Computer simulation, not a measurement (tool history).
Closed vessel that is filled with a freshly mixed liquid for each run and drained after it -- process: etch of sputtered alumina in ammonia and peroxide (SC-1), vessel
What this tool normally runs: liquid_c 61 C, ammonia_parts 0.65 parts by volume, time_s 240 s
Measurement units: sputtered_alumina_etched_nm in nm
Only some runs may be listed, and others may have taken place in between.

run,hour,liquid_c,ammonia_parts,time_s,wafers since the last listed run,hours since the thermometer was replaced,hours since the ammonia flow meter was replaced,hours since the drum of ammonia solution was connected,hours since the gauge calibration,"read-back film thickness of the sputtered alumina reference wafer, read on the same gauge (nm)",sputtered_alumina_etched_nm
1,0,61,0.65,240,0,2115.3,1287.4,111.6,1407.3,120.02,14.53
2,46.2,61,0.65,240,3396,2161.5,1333.6,157.8,1453.5,120,14.89
# hour 61.4: thermometer replaced
3,94.3,61,0.65,240,3462,32.9,1381.7,205.9,1501.6,120.01,13.71
4,130.8,61,0.65,240,2683,69.4,1418.2,242.4,1538.1,119.99,13.75
5,164.3,61,0.65,240,2462,102.9,1451.7,275.9,1571.6,120.03,13.61
6,208.9,61,0.65,150,3278,147.5,1496.3,320.5,1616.2,120.01,8.58
7,262.2,53.5,0.5,240,3917,200.8,1549.6,373.8,1669.5,119.99,8.87
8,288.9,61,0.45,120,1962,227.5,1576.3,400.5,1696.2,119.99,6.59
9,315.7,61,0.65,240,1970,254.3,1603.1,427.3,1723,119.99,13.5
# hour 445.9: new drum of ammonia solution connected
10,504.2,61,0.65,240,13782,442.8,1791.6,58.3,1911.5,119.99,13.59
# hour 514.2: thermometer replaced, repeated, since the last time left the tool worse
11,549.2,52.5,0.8,280,3234,35,1836.6,103.3,1956.5,120.02,12.03
12,617.2,65,0.4,240,4998,103,1904.6,171.3,2024.5,120.02,18.19
13,654,70,0.9,315,2705,139.8,1941.4,208.1,2061.3,120.01,33.28
14,718.6,61,0.65,290,4748,204.4,2006,272.7,2125.9,120.01,19.12
15,776.8,54.5,0.55,240,4278,262.6,2064.2,330.9,2184.1,120.01,10.83
16,816.8,61,0.65,240,2940,302.6,2104.2,370.9,2224.1,120.01,15.53
17,853.5,61,0.65,360,2697,339.3,2140.9,407.6,2260.8,119.98,23.24
# hour 881.7: new drum of ammonia solution connected
18,917.9,61,0.65,240,4660,403.7,2205.3,36.2,2325.2,120,15.51
19,957.6,70,0.5,295,2918,443.4,2245,75.9,2364.9,119.98,28.41
# hour 1008.4: gauge calibrated
# hour 1011.3: ammonia flow meter replaced
20,1011.7,61,0.95,100,3903,497.5,0.4,130,3.3,120.03,6.71
21,1049,61,0.65,240,2741,534.8,37.7,167.3,40.6,120,15.32
22,1112.3,66,0.9,240,4653,598.1,101,230.6,103.9,120.01,20.27
23,1162.4,51.5,0.65,320,3682,648.2,151.1,280.7,154,120.02,12.46
24,1219.8,54,0.65,325,4219,705.6,208.5,338.1,211.4,119.99,14.34
25,1287.6,52.5,0.8,280,4983,773.4,276.3,405.9,279.2,120.03,11.66
26,1366.5,53,0.65,140,5799,852.3,355.2,484.8,358.1,120,5.85
27,1437.7,54,0.65,325,5233,923.5,426.4,556,429.3,120,14.34
# hour 1446.4: new drum of ammonia solution connected
28,1495.2,61,0.65,240,4153,981,483.9,48.8,486.8,120.02,15.14
29,1549.6,52,0.5,295,3998,1035.4,538.3,103.2,541.2,120.01,11.1

Pick out some run-to-run changes in sputtered_alumina_etched_nm. Of each, how much would a tool without hidden state show as well, from the settings, what came in and chance, and how much is left for the hidden state and any gauge scatter not in both results compared?
The tool's hidden condition here consists of: liquid colder than its thermometer reads (K); ammonia flow above the setpoint (%); ammonia solution weaker than its label (%); gauge reads high (%).
Run 8 -> 9: ammonia_parts 0.45 -> 0.65, time_s 120 -> 240. sputtered_alumina_etched_nm +6.91 nm: hidden state -1.13, all else +8.04.
Run 10 -> 11: liquid_c 61 -> 52.5, ammonia_parts 0.65 -> 0.8, time_s 240 -> 280, thermometer replaced, repeated, since the last time left the tool worse. sputtered_alumina_etched_nm -1.56 nm: hidden state +2.17, all else -3.73.
Run 12 -> 13: liquid_c 65 -> 70, ammonia_parts 0.4 -> 0.9, time_s 240 -> 315. sputtered_alumina_etched_nm +15.09 nm: hidden state -0.2, all else +15.29.
Run 19 -> 20: liquid_c 70 -> 61, ammonia_parts 0.5 -> 0.95, time_s 295 -> 100, gauge calibrated, ammonia flow meter replaced. sputtered_alumina_etched_nm -21.7 nm: hidden state +0.46, all else -22.16.
